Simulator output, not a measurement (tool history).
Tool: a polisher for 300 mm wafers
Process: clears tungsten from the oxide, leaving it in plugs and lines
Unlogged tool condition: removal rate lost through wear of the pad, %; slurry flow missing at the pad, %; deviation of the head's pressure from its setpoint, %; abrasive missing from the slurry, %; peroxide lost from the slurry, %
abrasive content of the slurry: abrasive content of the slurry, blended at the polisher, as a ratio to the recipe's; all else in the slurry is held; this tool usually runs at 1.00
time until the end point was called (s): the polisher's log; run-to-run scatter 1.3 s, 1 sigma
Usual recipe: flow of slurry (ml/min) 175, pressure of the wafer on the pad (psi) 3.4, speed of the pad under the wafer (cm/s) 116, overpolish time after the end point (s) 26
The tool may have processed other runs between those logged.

run    hour  flow of slurry (ml/min)  pressure of the wafer on the pad (psi)  speed of the pad under the wafer (cm/s)  abrasive content of the slurry  overpolish time after the end point (s)  wafers since the last listed run  wafers polished on this pad  hours since the slurry nozzle was cleaned  hours since the head pressure was calibrated  hours since the slurry blender was calibrated  hours since the slurry got fresh peroxide  incoming thickness of the incoming film, nm  time until the end point was called (s)
  1     0.0                      175                                     3.4                                      116                            1.00                                       16                                 0                          366                                      799.6                                        1464.0                                          305.2                                      238.2                                        511.7                                    106.5
       22.6  -- slurry nozzle cleaned
  2    26.8                      175                                     3.4                                      116                            1.00                                       16                               199                          566                                        4.2                                        1490.8                                          332.0                                      265.0                                        509.7                                    108.4
  3    72.2                      175                                     3.4                                      116                            1.00                                       26                               351                          918                                       49.6                                        1536.2                                          377.4                                      310.4                                        513.1                                    107.3
  4   107.0                      175                                     3.4                                      116                            1.00                                       26                               269                         1187                                       84.4                                        1571.0                                          412.2                                      345.2                                        508.5                                    107.3
      114.7  -- head pressure recalibrated
      127.5  -- slurry blender recalibrated
  5   149.6                      175                                     3.4                                      116                            1.00                                       26                               298                         1486                                      127.0                                          34.9                                           22.1                                      387.8                                        504.9                                     96.3
      161.5  -- slurry tank refilled with fresh slurry and peroxide
  6   216.1                      175                                     3.4                                      116                            1.00                                       26                               507                         1993                                      193.5                                         101.4                                           88.6                                       54.6                                        518.2                                     99.8
  7   279.4                      175                                     3.4                                      116                            1.00                                       26                               490                         2484                                      256.8                                         164.7                                          151.9                                      117.9                                        511.7                                    100.5
      317.8  -- worn pad replaced by a new one
  8   342.4                      175                                     3.4                                       94                            1.00                                       26                               456                          190                                      319.8                                         227.7                                          214.9                                      180.9                                        506.4                                    123.3
  9   392.5                      175                                     3.4                                      116                            0.80                                       17                               387                          578                                      369.9                                         277.8                                          265.0                                      231.0                                        508.9                                    110.0
      568.0  -- slurry blender recalibrated
 10   572.6                      175                                     3.4                                      116                            1.00                                       26                              1379                         1957                                      550.0                                         457.9                                            4.6                                      411.1                                        505.2                                     94.1
      593.7  -- slurry tank refilled with fresh slurry and peroxide
 11   623.7                      175                                     3.4                                      150                            1.00                                       11                               387                         2345                                      601.1                                         509.0                                           55.7                                       30.0                                        502.8                                     74.4
 12   672.8                      175                                     3.4                                      116                            1.00                                       26                               380                         2725                                      650.2                                         558.1                                          104.8                                       79.1                                        504.3                                     95.9
      706.1  -- worn pad replaced by a new one
 13   706.6                      175                                     3.4                                       88                            0.90                                       33                               230                            3                                      684.0                                         591.9                                          138.6                                      112.9                                        503.7                                    130.8
      730.7  -- slurry nozzle cleaned
 14   749.6                      175                                     4.0                                      116                            1.00                                       26                               325                          329                                       18.9                                         634.9                                          181.6                                      155.9                                        502.3                                     84.4
 15   805.2                      175                                     3.4                                      128                            1.30                                       26                               430                          759                                       74.5                                         690.5                                          237.2                                      211.5                                        510.5                                     87.0
 16   833.0                      175                                     3.4                                      116                            0.90                                       19                               215                          975                                      102.3                                         718.3                                          265.0                                      239.3                                        512.6                                    110.8
 17   900.0                      175                                     3.0                                       80                            0.75                                       12                               518                         1493                                      169.3                                         785.3                                          332.0                                      306.3                                        515.4                                    183.1
      927.4  -- slurry tank refilled with fresh slurry and peroxide
 18   939.4                      230                                     2.9                                      116                            1.00                                       41                               297                         1791                                      208.7                                         824.7                                          371.4                                       12.0                                        506.4                                    122.2
 19   986.2                      175                                     3.4                                      116                            1.00                                       26                               362                         2153                                      255.5                                         871.5                                          418.2                                       58.8                                        512.0                                    109.6
     1014.1  -- slurry blender recalibrated
 20  1051.4                      175                                     3.4                                      116                            1.20                                       26                               489                         2643                                      320.7                                         936.7                                           37.3                                      124.0                                        513.7                                     92.2

What will run 21 give?
 21  1113.6                      175                                     3.4                                      116                            1.00                                       26                               481                         3124                                      382.9                                         998.9                                           99.5                                      186.2                                        512.8                                        ?

time until the end point was called (s): 98.9
Take away the tool's hidden state, keep the run-to-run variation as it was, and the same run would have given time until the end point was called (s) 95.4.

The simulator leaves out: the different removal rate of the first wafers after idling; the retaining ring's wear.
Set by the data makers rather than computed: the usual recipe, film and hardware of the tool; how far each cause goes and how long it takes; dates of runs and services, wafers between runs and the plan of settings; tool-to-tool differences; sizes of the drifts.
